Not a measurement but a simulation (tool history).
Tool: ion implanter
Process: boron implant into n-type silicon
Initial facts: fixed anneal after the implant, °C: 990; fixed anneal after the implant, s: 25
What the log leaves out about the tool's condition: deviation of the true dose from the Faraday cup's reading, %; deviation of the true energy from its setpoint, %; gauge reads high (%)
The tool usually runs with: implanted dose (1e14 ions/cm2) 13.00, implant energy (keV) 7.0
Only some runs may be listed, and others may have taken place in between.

run,day,implanted dose (1e14 ions/cm2),implant energy (keV),wafers since the last listed run,hours since the last dose calibration,hours since the extraction supply was calibrated,hours since the gauge calibration,"read-back reference wafer on the same gauge, sheet resistance",sheet resistance of the implanted and annealed layer (ohm/square)
1,0.000,13.00,7.0,0,809.1,2936.8,28.6,160.06,151.04
2,1.729,13.00,7.0,924,850.6,2978.3,70.1,160.09,150.61
3,2.425,13.00,7.0,372,867.3,2995.0,86.8,160.03,151.01
4,3.862,13.00,6.0,768,901.8,3029.5,121.3,160.06,160.54
# day 4.296: Faraday cup replaced and dose calibrated
5,4.317,13.00,7.0,64,0.5,3040.4,132.2,159.98,150.61
6,4.512,13.00,7.0,104,5.2,3045.1,136.9,159.95,150.79
# day 4.596: gauge calibrated
# day 4.933: extraction supply calibrated
7,4.992,13.00,7.0,77,16.7,1.4,9.5,159.98,150.53

The next listed run, before its measurement:
8,5.542,11.28,5.5,294,29.9,14.6,22.7,?,?

Run 8 measured read-back reference wafer on the same gauge, sheet resistance 160.00, sheet resistance of the implanted and annealed layer (ohm/square) 173.47.
The same run, on a tool lacking any hidden state, would have yielded sheet resistance of the implanted and annealed layer (ohm/square) 173.47.
